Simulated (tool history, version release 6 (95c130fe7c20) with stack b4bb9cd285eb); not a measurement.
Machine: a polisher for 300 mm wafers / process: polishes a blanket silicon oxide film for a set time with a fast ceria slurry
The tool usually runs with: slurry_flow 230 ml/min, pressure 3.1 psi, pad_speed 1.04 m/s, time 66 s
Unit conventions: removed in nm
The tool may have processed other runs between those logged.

run,hour,slurry_flow,pressure,pad_speed,time,"incoming thickness of the incoming film, nm",removed
1,0,230,2.5,1.04,66,3726.5,920.3
2,86.7,200,3.1,0.88,66,3812.7,954.7
3,116.7,200,3.1,0.88,66,3685.4,965.5
4,136.2,200,3.1,0.88,66,3761.9,975.6
# hour 144: worn pad replaced by a new one
5,155.9,230,3.1,1.04,57,3774.3,1055.9
6,190.9,230,3.1,1.04,57,3768.9,1013
7,219.9,230,3.1,1.04,57,3777.9,996.7
8,241.1,230,3.1,1.04,66,3756.2,1141.7
9,302.3,230,3.1,1.04,66,3733.9,1117.9
10,317.3,230,3.1,1.04,66,3719,1121.9
# hour 338.2: worn pad replaced by a new one
11,349.7,230,3.1,1.04,66,3788.8,1245.4
12,370.4,275,3.1,1.04,78,3757.9,1459.2
13,387.2,275,3.1,1.04,78,3807.5,1435.4
# hour 394.9: slurry nozzle cleaned
14,422.7,230,3.1,1.04,66,3824.8,1142.3
15,441.9,300,3.8,1.04,66,3736.6,1454.1
# hour 502.2: worn pad replaced by a new one, of another model than before
16,533,230,3.1,1.04,60,3761.4,1107.5

Estimate the outcome of run 17 from the log above:
17,564.1,230,3.5,1.36,66,3764.5,?

removed: 1630.7 nm
The same run, on a tool lacking any hidden state, would have yielded removed 1777.4 nm.
